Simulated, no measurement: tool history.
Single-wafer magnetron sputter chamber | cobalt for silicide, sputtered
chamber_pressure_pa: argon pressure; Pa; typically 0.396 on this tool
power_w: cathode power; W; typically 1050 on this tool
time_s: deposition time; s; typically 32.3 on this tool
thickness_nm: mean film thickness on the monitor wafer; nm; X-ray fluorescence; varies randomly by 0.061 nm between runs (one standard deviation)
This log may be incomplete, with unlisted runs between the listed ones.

| run | day | chamber_pressure_pa | power_w | time_s | wafers since the last listed run | wafers on the sputter target | hours since the last manometer calibration | hours since the magnet pack was replaced | hours since the gauge calibration | read-back reference wafer on the same gauge, thickness_nm | thickness_nm |
|---|---|---|---|---|---|---|---|---|---|---|---|
| 1 | 0.000 | 0.396 | 1050 | 32.3 | 0 | 1583 | 710.4 | 3584.9 | 2420.8 | 19.500 | 17.942 |
| 2 | 1.962 | 0.396 | 1050 | 32.3 | 760 | 2343 | 757.5 | 3632.0 | 2467.9 | 19.513 | 17.970 |
| 3 | 3.712 | 0.396 | 1050 | 32.3 | 677 | 3021 | 799.5 | 3674.0 | 2509.9 | 19.506 | 17.911 |
| 4 | 6.950 | 0.396 | 1050 | 32.3 | 1254 | 4275 | 877.2 | 3751.7 | 2587.6 | 19.514 | 17.987 |
| 5 | 10.025 | 0.396 | 1050 | 32.3 | 1191 | 5466 | 951.0 | 3825.5 | 2661.4 | 19.511 | 17.927 |
|  | 12.000 | capacitance manometer re-zeroed and calibrated |
| 6 | 13.292 | 0.396 | 1050 | 32.3 | 1136 | 6602 | 31.0 | 3903.9 | 2739.8 | 19.526 | 17.904 |
| 7 | 15.496 | 0.396 | 1050 | 32.3 | 853 | 7456 | 83.9 | 3956.8 | 2792.7 | 19.520 | 17.898 |
| 8 | 19.821 | 0.396 | 1050 | 32.3 | 1675 | 9132 | 187.7 | 4060.6 | 2896.5 | 19.511 | 17.951 |
| 9 | 21.779 | 0.473 | 1050 | 30.1 | 758 | 9890 | 234.7 | 4107.6 | 2943.5 | 19.541 | 16.118 |
|  | 25.842 | sputter target and shields replaced |
| 10 | 26.054 | 0.473 | 1050 | 30.1 | 1526 | 81 | 337.3 | 4210.2 | 3046.1 | 19.530 | 16.045 |
| 11 | 28.517 | 0.473 | 1050 | 30.1 | 953 | 1035 | 396.4 | 4269.3 | 3105.2 | 19.545 | 16.006 |
| 12 | 30.062 | 0.396 | 800 | 32.3 | 598 | 1634 | 433.5 | 4306.4 | 3142.3 | 19.543 | 13.674 |
|  | 32.783 | magnet pack replaced |
| 13 | 33.092 | 0.396 | 1050 | 32.3 | 1044 | 2678 | 506.2 | 7.4 | 3215.0 | 19.532 | 17.934 |
| 14 | 35.688 | 0.476 | 1250 | 37.4 | 1005 | 3684 | 568.5 | 69.7 | 3277.3 | 19.541 | 23.896 |
| 15 | 38.050 | 0.396 | 1250 | 30.3 | 915 | 4599 | 625.2 | 126.4 | 3334.0 | 19.523 | 20.009 |
| 16 | 41.458 | 0.488 | 900 | 26.7 | 1320 | 5920 | 707.0 | 208.2 | 3415.8 | 19.528 | 12.184 |
| 17 | 45.117 | 0.525 | 1050 | 32.3 | 1417 | 7337 | 794.8 | 296.0 | 3503.6 | 19.554 | 16.837 |
| 18 | 47.958 | 0.521 | 1250 | 32.3 | 1100 | 8438 | 863.0 | 364.2 | 3571.8 | 19.535 | 20.066 |
|  | 48.033 | gauge calibrated |
| 19 | 52.033 | 0.396 | 1050 | 32.3 | 1578 | 10016 | 960.8 | 462.0 | 96.0 | 19.153 | 17.552 |
| 20 | 56.221 | 0.396 | 1250 | 30.3 | 1622 | 11638 | 1061.3 | 562.5 | 196.5 | 19.162 | 19.679 |
|  | 57.154 | sputter target and shields replaced |
|  | 60.625 | capacitance manometer re-zeroed and calibrated |
| 21 | 60.646 | 0.549 | 800 | 34.5 | 1455 | 1224 | 0.5 | 668.7 | 302.7 | 19.248 | 13.271 |
| 22 | 64.979 | 0.495 | 1200 | 32.3 | 1678 | 2902 | 104.5 | 772.7 | 406.7 | 19.288 | 19.300 |
| 23 | 70.250 | 0.396 | 950 | 32.3 | 2041 | 4944 | 231.0 | 899.2 | 533.2 | 19.310 | 16.080 |
| 24 | 71.762 | 0.289 | 1050 | 38.5 | 585 | 5530 | 267.3 | 935.5 | 569.5 | 19.350 | 22.426 |
| 25 | 75.096 | 0.396 | 1050 | 35.6 | 1291 | 6822 | 347.3 | 1015.5 | 649.5 | 19.364 | 19.720 |
| 26 | 77.225 | 0.396 | 1300 | 32.3 | 824 | 7646 | 398.4 | 1066.6 | 700.6 | 19.375 | 22.089 |
| 27 | 80.208 | 0.353 | 900 | 27.5 | 1155 | 8802 | 470.0 | 1138.2 | 772.2 | 19.404 | 13.307 |
| 28 | 84.608 | 0.313 | 1050 | 32.3 | 1704 | 10507 | 575.6 | 1243.8 | 877.8 | 19.447 | 18.624 |
| 29 | 86.354 | 0.439 | 1050 | 32.3 | 676 | 11183 | 617.5 | 1285.7 | 919.7 | 19.411 | 17.500 |
|  | 87.933 | sputter target and shields replaced |
| 30 | 88.346 | 0.396 | 1250 | 36.2 | 642 | 159 | 665.3 | 1333.5 | 967.5 | 19.424 | 23.890 |
| 31 | 92.346 | 0.396 | 1050 | 35.6 | 1549 | 1708 | 761.3 | 1429.5 | 1063.5 | 19.478 | 19.775 |
| 32 | 94.796 | 0.455 | 1050 | 32.3 | 949 | 2657 | 820.1 | 1488.3 | 1122.3 | 19.462 | 17.349 |
| 33 | 98.662 | 0.396 | 1050 | 32.3 | 1497 | 4155 | 912.9 | 1581.1 | 1215.1 | 19.474 | 18.079 |
| 34 | 100.883 | 0.396 | 1050 | 32.3 | 860 | 5016 | 966.2 | 1634.4 | 1268.4 | 19.496 | 17.895 |
| 35 | 103.288 | 0.396 | 1050 | 32.3 | 931 | 5947 | 1023.9 | 1692.1 | 1326.1 | 19.496 | 17.870 |
|  | 104.508 | capacitance manometer re-zeroed and calibrated |
| 36 | 105.142 | 0.396 | 1050 | 32.3 | 589 | 6536 | 15.2 | 1736.6 | 1370.6 | 19.507 | 17.954 |

Forecast each of these 3 alternatives for the next run:
| A | 105.158 | 0.396 | 1050 | 32.3 | 6 | 6543 | 15.6 | 1737.0 | 1371.0 | ? | ? |
| B | 105.158 | 0.341 | 800 | 26.1 | 6 | 6543 | 15.6 | 1737.0 | 1371.0 | ? | ? |
| C | 105.158 | 0.244 | 950 | 28.3 | 6 | 6543 | 15.6 | 1737.0 | 1371.0 | ? | ? |

| run | read-back reference wafer on the same gauge, thickness_nm | thickness_nm |
|---|---|---|
| A | 19.506 | 17.922 |
| B | 19.506 | 11.361 |
| C | 19.506 | 15.413 |
Without the tool's unlogged condition, the same runs would have read:
| run | thickness_nm |
|---|---|
| A | 17.545 |
| B | 11.122 |
| C | 15.088 |
